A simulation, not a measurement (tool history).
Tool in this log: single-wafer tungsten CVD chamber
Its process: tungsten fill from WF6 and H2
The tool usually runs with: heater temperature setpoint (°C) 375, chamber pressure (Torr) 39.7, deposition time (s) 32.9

run    hour  heater temperature setpoint (°C)  chamber pressure (Torr)  deposition time (s)  read-back reference wafer on the same gauge, thickness_nm  mean film thickness on the monitor wafer (nm)
  1     0.0                               375                     32.2                 27.8                                                     59.589                                         58.696
  2    51.4                               375                     32.2                 27.8                                                     59.417                                         59.476
  3   122.7                               375                     32.1                 28.9                                                     59.553                                         61.593
  4   359.9                               382                     39.7                 32.9                                                     59.375                                         87.302
  5   427.3                               382                     39.7                 32.9                                                     59.535                                         87.734
  6   473.4                               375                     39.7                 29.3                                                     59.557                                         69.067
  7   521.6                               375                     39.7                 29.3                                                     59.451                                         69.291
  8   604.5                               375                     39.7                 32.9                                                     59.503                                         74.751
  9   679.7                               375                     39.7                 32.9                                                     59.461                                         75.068
 10   751.1                               375                     39.7                 32.9                                                     59.598                                         75.448
 11   808.3                               375                     39.7                 32.9                                                     59.578                                         75.381
 12   900.1                               375                     39.7                 32.9                                                     59.528                                         75.519
 13   952.4                               375                     39.7                 32.9                                                     59.479                                         76.354
 14  1052.7                               375                     39.7                 32.9                                                     59.471                                         76.089
 15  1103.5                               375                     32.4                 32.9                                                     59.433                                         71.300
 16  1165.5                               386                     31.4                 39.4                                                     59.531                                        103.088
 17  1225.4                               375                     32.2                 27.8                                                     59.481                                         60.248
 18  1325.5                               385                     43.1                 32.9                                                     59.453                                         95.349
 19  1428.8                               375                     32.2                 27.8                                                     59.523                                         60.228
 20  1479.6                               382                     39.7                 32.9                                                     59.475                                         86.779
 21  1576.4                               375                     48.8                 30.2                                                     59.610                                         76.311
 22  1618.8                               375                     33.5                 37.0                                                     59.519                                         81.892
 23  1825.7                               370                     36.2                 27.8                                                     59.427                                         58.051
 24  1878.4                               360                     39.7                 32.9                                                     59.520                                         55.232
 25  1953.1                               383                     30.5                 36.9                                                     59.509                                         87.717
 26  2029.8                               369                     31.1                 28.9                                                     59.568                                         53.557
 27  2081.8                               375                     31.3                 38.1                                                     59.634                                         78.856
 28  2128.8                               375                     48.8                 30.2                                                     59.470                                         74.554
 29  2182.0                               365                     39.7                 32.9                                                     59.559                                         62.511
 30  2226.9                               375                     39.7                 26.9                                                     59.540                                         61.505
 31  2269.9                               361                     45.2                 37.8                                                     59.563                                         69.573
 32  2325.0                               380                     39.7                 32.9                                                     59.515                                         83.582
 33  2393.6                               387                     46.3                 29.3                                                     59.546                                         89.047
 34  2445.3                               385                     43.9                 32.9                                                     59.593                                         94.724
 35  2536.3                               388                     37.1                 29.6                                                     59.460                                         85.130

Not shown here: 5 entries made in the log between runs. Locate each between two listed runs and compare the hidden state at the listed run before it with the hidden state at the listed run after it:
Logged between run 7 and run 8: thermocouple changed; heater temperature recalibrated (hour 549.0)
  wafer temperature above the value expected at the setpoint (K): 2.8 -> 0.353; true pressure above the setpoint (%): 3.6 -> 3.8
  difference, measured minus the result without the unlogged condition, mean film thickness on the monitor wafer (nm): +4.322 -> +1.502
Logged between run 13 and run 14: gauge calibrated (hour 953.3)
  wafer temperature above the value expected at the setpoint (K): 1.26 -> 1.52; true pressure above the setpoint (%): 4.62 -> 4.86
  difference, measured minus the result without the unlogged condition, mean film thickness on the monitor wafer (nm): +2.982 -> +3.381
Logged between run 18 and run 19: capacitance manometer re-zeroed and calibrated (hour 1349.3)
  wafer temperature above the value expected at the setpoint (K): 2.23 -> 2.49; true pressure above the setpoint (%): 5.51 -> 0.37
  difference, measured minus the result without the unlogged condition, mean film thickness on the monitor wafer (nm): +5.460 -> +2.771
Logged between run 22 and run 23: showerhead replaced (hour 1821.4)
  wafer temperature above the value expected at the setpoint (K): 2.99 -> 3.53; true pressure above the setpoint (%): 0.822 -> 1.31
  difference, measured minus the result without the unlogged condition, mean film thickness on the monitor wafer (nm): +4.599 -> +3.940
Logged between run 23 and run 24: thermocouple changed; heater temperature recalibrated (hour 1835.7)
  wafer temperature above the value expected at the setpoint (K): 3.53 -> 0.51; true pressure above the setpoint (%): 1.31 -> 1.44
  difference, measured minus the result without the unlogged condition, mean film thickness on the monitor wafer (nm): +3.940 -> +0.832
